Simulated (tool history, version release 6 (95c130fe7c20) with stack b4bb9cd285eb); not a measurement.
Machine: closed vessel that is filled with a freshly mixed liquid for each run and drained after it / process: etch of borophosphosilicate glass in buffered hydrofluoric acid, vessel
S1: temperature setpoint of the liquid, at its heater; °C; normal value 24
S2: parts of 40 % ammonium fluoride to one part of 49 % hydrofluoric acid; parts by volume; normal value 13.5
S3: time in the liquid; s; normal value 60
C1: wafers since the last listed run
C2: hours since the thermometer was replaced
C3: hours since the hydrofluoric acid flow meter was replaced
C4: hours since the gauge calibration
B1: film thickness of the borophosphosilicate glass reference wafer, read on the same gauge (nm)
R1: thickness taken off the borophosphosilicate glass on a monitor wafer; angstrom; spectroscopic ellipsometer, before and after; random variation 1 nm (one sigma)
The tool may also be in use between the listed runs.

| run | hour | S1 | S2 | S3 | C1 | C2 | C3 | C4 | B1 | R1 |
|---|---|---|---|---|---|---|---|---|---|---|
| 1 | 0 | 24 | 11.5 | 60 | 0 | 1429.1 | 666 | 387.6 | 130.03 | 1565.7 |
| 2 | 55 | 24 | 11.5 | 60 | 4562 | 1484.1 | 721 | 442.6 | 130 | 1563.5 |
| 3 | 101.4 | 24 | 13.5 | 60 | 3849 | 1530.5 | 767.4 | 489 | 130.02 | 1335.9 |
| 4 | 143.7 | 24 | 13.5 | 60 | 3508 | 1572.8 | 809.7 | 531.3 | 129.98 | 1324.4 |
| 5 | 181.4 | 24 | 13.5 | 60 | 3127 | 1610.5 | 847.4 | 569 | 130 | 1308.8 |
| 6 | 247.2 | 22.5 | 15.5 | 60 | 5458 | 1676.3 | 913.2 | 634.8 | 130 | 1061.1 |
| 7 | 279.6 | 22.5 | 15.5 | 60 | 2687 | 1708.7 | 945.6 | 667.2 | 130 | 1058.7 |
|  | 317.1 | thermometer replaced |
| 8 | 331.6 | 22.5 | 15.5 | 60 | 4230 | 14.5 | 997.6 | 719.2 | 130.04 | 1060.6 |
| 9 | 396.2 | 24 | 14.5 | 60 | 5358 | 79.1 | 1062.2 | 783.8 | 130 | 1229.9 |
| 10 | 442.6 | 24 | 14.5 | 60 | 3849 | 125.5 | 1108.6 | 830.2 | 130 | 1234.6 |
| 11 | 486.8 | 20 | 13.5 | 45 | 3666 | 169.7 | 1152.8 | 874.4 | 130.02 | 781.3 |
|  | 496.3 | gauge calibrated |
|  | 510.4 | hydrofluoric acid flow meter replaced |
| 12 | 542.5 | 27 | 13.5 | 70 | 4537 | 225.4 | 32.1 | 46.2 | 130.01 | 1670.8 |
| 13 | 570.3 | 25.5 | 12 | 60 | 2306 | 253.2 | 59.9 | 74 | 130.03 | 1478.6 |
| 14 | 640.6 | 19 | 18 | 75 | 5831 | 323.5 | 130.2 | 144.3 | 129.98 | 879.5 |
| 15 | 691.6 | 26 | 18 | 40 | 4230 | 374.5 | 181.2 | 195.3 | 130.01 | 684.5 |
|  | 705.4 | hydrofluoric acid flow meter replaced, repeated, since the last time left the tool worse |
| 16 | 748.4 | 27.5 | 11 | 80 | 4628 | 431.3 | 43 | 252.1 | 130.01 | 2715.1 |
| 17 | 782.5 | 24 | 13.5 | 75 | 2828 | 465.4 | 77.1 | 286.2 | 130.01 | 1698.3 |
| 18 | 863.2 | 22.5 | 15.5 | 60 | 6694 | 546.1 | 157.8 | 366.9 | 129.98 | 1104 |
| 19 | 1012.1 | 24 | 13.5 | 80 | 12351 | 695 | 306.7 | 515.8 | 130 | 1785.1 |
| 20 | 1053.4 | 24 | 13.5 | 60 | 3426 | 736.3 | 348 | 557.1 | 130.02 | 1345.4 |

A few steps of R1 between consecutive runs. Split each: what settings, incoming material and random variation would produce without the hidden state, and what is left over for the hidden state, along with gauge scatter present in only one of the two compared results (measured, and without hidden state):
Hidden state present: liquid colder than its thermometer reads (K); hydrofluoric acid flow below the setpoint (%); gauge reads high (%).
Run 11 -> 12: S1 20 -> 27, S3 45 -> 70, gauge calibrated, hydrofluoric acid flow meter replaced. R1 +889.5 angstrom: hidden state -179.7, all else +1069.2.
Run 13 -> 14: S1 25.5 -> 19, S2 12 -> 18, S3 60 -> 75. R1 -599.1 angstrom: hidden state +89, all else -688.1.
Run 15 -> 16: S1 26 -> 27.5, S2 18 -> 11, S3 40 -> 80, hydrofluoric acid flow meter replaced, repeated, since the last time left the tool worse. R1 +2030.6 angstrom: hidden state +54.1, all else +1976.5.
Run 16 -> 17: S1 27.5 -> 24, S2 11 -> 13.5, S3 80 -> 75. R1 -1016.8 angstrom: hidden state +11.8, all else -1028.6.
